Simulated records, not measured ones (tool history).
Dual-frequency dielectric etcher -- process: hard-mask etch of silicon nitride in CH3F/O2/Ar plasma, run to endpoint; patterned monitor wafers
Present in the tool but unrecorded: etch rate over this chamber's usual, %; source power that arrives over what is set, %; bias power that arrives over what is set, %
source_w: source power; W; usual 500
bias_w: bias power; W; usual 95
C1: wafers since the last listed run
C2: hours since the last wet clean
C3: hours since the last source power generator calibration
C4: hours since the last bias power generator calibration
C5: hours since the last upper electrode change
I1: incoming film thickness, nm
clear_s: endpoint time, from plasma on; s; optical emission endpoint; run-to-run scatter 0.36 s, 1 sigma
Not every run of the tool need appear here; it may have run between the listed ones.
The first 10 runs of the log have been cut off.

-- hour=433.6 wet clean of the chamber
run 11 hour=542.9 | source_w=500 bias_w=95 | C1=1743 C2=109.3 C3=4355.7 C4=2741.9 C5=2758.0 | I1=45.61 | clear_s=52.6
run 12 hour=569.9 | source_w=470 bias_w=95 | C1=335 C2=136.3 C3=4382.7 C4=2768.9 C5=2785.0 | I1=45.13 | clear_s=54.2
run 13 hour=598.3 | source_w=470 bias_w=95 | C1=352 C2=164.7 C3=4411.1 C4=2797.3 C5=2813.4 | I1=45.76 | clear_s=55.1
run 14 hour=663.3 | source_w=470 bias_w=95 | C1=807 C2=229.7 C3=4476.1 C4=2862.3 C5=2878.4 | I1=45.75 | clear_s=55.1
run 15 hour=704.8 | source_w=500 bias_w=95 | C1=515 C2=271.2 C3=4517.6 C4=2903.8 C5=2919.9 | I1=45.41 | clear_s=53.9
run 16 hour=759.2 | source_w=500 bias_w=95 | C1=676 C2=325.6 C3=4572.0 C4=2958.2 C5=2974.3 | I1=45.56 | clear_s=54.3
run 17 hour=815.8 | source_w=580 bias_w=82 | C1=703 C2=382.2 C3=4628.6 C4=3014.8 C5=3030.9 | I1=45.90 | clear_s=56.9
-- hour=855.9 wet clean of the chamber
run 18 hour=856.4 | source_w=390 bias_w=83 | C1=206 C2=0.5 C3=4669.2 C4=3055.4 C5=3071.5 | I1=45.66 | clear_s=61.8
-- hour=920.0 source power generator calibrated
run 19 hour=920.5 | source_w=500 bias_w=95 | C1=746 C2=64.6 C3=0.5 C4=3119.5 C5=3135.6 | I1=45.72 | clear_s=53.1
run 20 hour=944.3 | source_w=470 bias_w=95 | C1=295 C2=88.4 C3=24.3 C4=3143.3 C5=3159.4 | I1=45.38 | clear_s=53.8
run 21 hour=1012.2 | source_w=500 bias_w=95 | C1=843 C2=156.3 C3=92.2 C4=3211.2 C5=3227.3 | I1=45.64 | clear_s=54.0
run 22 hour=1054.0 | source_w=450 bias_w=102 | C1=519 C2=198.1 C3=134.0 C4=3253.0 C5=3269.1 | I1=45.63 | clear_s=53.9
run 23 hour=1112.5 | source_w=500 bias_w=95 | C1=727 C2=256.6 C3=192.5 C4=3311.5 C5=3327.6 | I1=45.46 | clear_s=54.0
run 24 hour=1182.2 | source_w=560 bias_w=102 | C1=866 C2=326.3 C3=262.2 C4=3381.2 C5=3397.3 | I1=45.51 | clear_s=50.4
run 25 hour=1224.4 | source_w=440 bias_w=111 | C1=524 C2=368.5 C3=304.4 C4=3423.4 C5=3439.5 | I1=45.51 | clear_s=52.6
-- hour=1257.0 upper electrode replaced
-- hour=1270.8 wet clean of the chamber
-- hour=1272.3 bias power generator calibrated
run 26 hour=1439.5 | source_w=620 bias_w=72 | C1=2185 C2=168.7 C3=519.5 C4=167.2 C5=182.5 | I1=45.45 | clear_s=55.7
run 27 hour=1502.0 | source_w=580 bias_w=71 | C1=776 C2=231.2 C3=582.0 C4=229.7 C5=245.0 | I1=45.62 | clear_s=57.8
run 28 hour=1568.7 | source_w=470 bias_w=105 | C1=828 C2=297.9 C3=648.7 C4=296.4 C5=311.7 | I1=45.97 | clear_s=52.2
run 29 hour=1611.1 | source_w=440 bias_w=85 | C1=526 C2=340.3 C3=691.1 C4=338.8 C5=354.1 | I1=45.92 | clear_s=60.8
run 30 hour=1648.7 | source_w=420 bias_w=102 | C1=467 C2=377.9 C3=728.7 C4=376.4 C5=391.7 | I1=45.93 | clear_s=56.1
-- hour=1688.4 wet clean of the chamber
run 31 hour=1712.5 | source_w=430 bias_w=95 | C1=494 C2=24.1 C3=792.5 C4=440.2 C5=455.5 | I1=45.67 | clear_s=55.0
run 32 hour=1756.0 | source_w=500 bias_w=95 | C1=540 C2=67.6 C3=836.0 C4=483.7 C5=499.0 | I1=45.52 | clear_s=52.7
run 33 hour=1848.9 | source_w=500 bias_w=108 | C1=1154 C2=160.5 C3=928.9 C4=576.6 C5=591.9 | I1=45.10 | clear_s=49.0
run 34 hour=1897.7 | source_w=500 bias_w=95 | C1=606 C2=209.3 C3=977.7 C4=625.4 C5=640.7 | I1=45.04 | clear_s=52.5

Branching from run 34: 5 alternative next runs. What would each branch give?
run A hour=1898.1 | source_w=500 bias_w=95 | C1=4 C2=209.7 C3=978.1 C4=625.8 C5=641.1 | I1=46.09 | clear_s=?
run B hour=1898.1 | source_w=620 bias_w=110 | C1=4 C2=209.7 C3=978.1 C4=625.8 C5=641.1 | I1=46.09 | clear_s=?
run C hour=1898.1 | source_w=400 bias_w=78 | C1=4 C2=209.7 C3=978.1 C4=625.8 C5=641.1 | I1=46.09 | clear_s=?
run D hour=1898.1 | source_w=390 bias_w=95 | C1=4 C2=209.7 C3=978.1 C4=625.8 C5=641.1 | I1=46.09 | clear_s=?
run E hour=1898.1 | source_w=430 bias_w=107 | C1=4 C2=209.7 C3=978.1 C4=625.8 C5=641.1 | I1=46.09 | clear_s=?

run=A clear_s=53.5
run=B clear_s=46.1
run=C clear_s=64.2
run=D clear_s=58.4
run=E clear_s=53.1
Without the tool's unlogged condition, the same runs would have read:
run=A clear_s=52.4
run=B clear_s=45.1
run=C clear_s=62.8
run=D clear_s=57.2
run=E clear_s=52.0
